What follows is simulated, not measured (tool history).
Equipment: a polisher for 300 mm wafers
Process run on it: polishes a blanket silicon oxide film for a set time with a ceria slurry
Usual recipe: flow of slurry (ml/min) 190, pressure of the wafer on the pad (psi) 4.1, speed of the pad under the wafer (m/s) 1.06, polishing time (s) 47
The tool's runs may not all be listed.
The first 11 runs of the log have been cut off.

run   hour  flow of slurry (ml/min)  pressure of the wafer on the pad (psi)  speed of the pad under the wafer (m/s)  polishing time (s)  wafers since the last listed run  wafers polished on this pad  hours since the slurry nozzle was cleaned  hours since the head pressure was calibrated  incoming thickness of the incoming film, nm  film removed (nm)
 12  139.7                      190                                     4.1                                    1.06                  47                               134                          774                                      637.2                                        1037.7                                       1319.3              259.6
 13  150.8                      235                                     4.1                                    1.06                  42                                92                          867                                      648.3                                        1048.8                                       1290.9              244.6
     161.7  -- worn pad replaced by a new one
 14  162.2                      235                                     4.1                                    1.06                  42                                61                            3                                      659.7                                        1060.2                                       1293.3              238.2
 15  176.5                      190                                     4.1                                    1.06                  47                               119                          123                                      674.0                                        1074.5                                       1295.2              253.3
 16  190.4                      190                                     4.1                                    1.06                  47                               116                          239                                      687.9                                        1088.4                                       1322.9              259.1
 17  201.5                      170                                     5.0                                    0.70                  35                                92                          332                                      699.0                                        1099.5                                       1327.4              153.2
     209.5  -- head pressure recalibrated
 18  219.0                      190                                     4.1                                    1.06                  32                               129                          462                                      716.5                                           9.5                                       1317.6              176.2
 19  226.2                      130                                     3.0                                    1.06                  47                                60                          522                                      723.7                                          16.7                                       1315.3              204.2
 20  244.2                      230                                     4.1                                    1.30                  32                               150                          672                                      741.7                                          34.7                                       1323.6              212.2
 21  251.9                      190                                     4.1                                    1.06                  47                                64                          737                                      749.4                                          42.4                                       1309.3              265.5
 22  268.9                      190                                     4.1                                    1.06                  47                               142                          879                                      766.4                                          59.4                                       1318.2              255.1
     287.7  -- worn pad replaced by a new one
 23  288.2                      210                                     4.1                                    1.36                  47                               127                            4                                      785.7                                          78.7                                       1310.9              325.2
 24  293.8                      190                                     3.6                                    1.06                  47                                46                           51                                      791.3                                          84.3                                       1327.9              245.7
     307.9  -- slurry nozzle cleaned
 25  310.2                      190                                     4.1                                    1.06                  57                               128                          179                                        2.3                                         100.7                                       1299.0              314.2
 26  327.0                      190                                     4.1                                    1.06                  39                               140                          320                                       19.1                                         117.5                                       1296.7              209.1
 27  341.8                      190                                     4.1                                    1.06                  47                               123                          444                                       33.9                                         132.3                                       1317.9              265.1
 28  375.7                      210                                     4.6                                    0.84                  41                               283                          727                                       67.8                                         166.2                                       1324.2              204.1
 29  385.8                      190                                     4.1                                    1.06                  47                                84                          811                                       77.9                                         176.3                                       1302.6              263.0
 30  393.2                      250                                     4.1                                    1.38                  47                                61                          873                                       85.3                                         183.7                                       1324.3              334.6
 31  404.2                      150                                     5.0                                    1.22                  59                                91                          965                                       96.3                                         194.7                                       1314.9              404.2
     420.0  -- worn pad replaced by a new one
 32  420.5                      145                                     4.1                                    1.22                  47                               102                            4                                      112.6                                         211.0                                       1301.1              276.3

Predict each of these 3 candidate next runs independently; none follows another, all start after run 32:
  A  420.9                      190                                     4.1                                    0.74                  47                                 3                            7                                      113.0                                         211.4                                       1309.8                  ?
  B  420.9                      190                                     4.6                                    1.06                  36                                 3                            7                                      113.0                                         211.4                                       1309.8                  ?
  C  420.9                      235                                     5.1                                    1.06                  61                                 3                            7                                      113.0                                         211.4                                       1309.8                  ?

run  film removed (nm)
  A              193.7
  B              210.8
  C              392.5
Had the tool no hidden state, the same runs would have come out as:
run  film removed (nm)
  A              193.7
  B              210.8
  C              392.5

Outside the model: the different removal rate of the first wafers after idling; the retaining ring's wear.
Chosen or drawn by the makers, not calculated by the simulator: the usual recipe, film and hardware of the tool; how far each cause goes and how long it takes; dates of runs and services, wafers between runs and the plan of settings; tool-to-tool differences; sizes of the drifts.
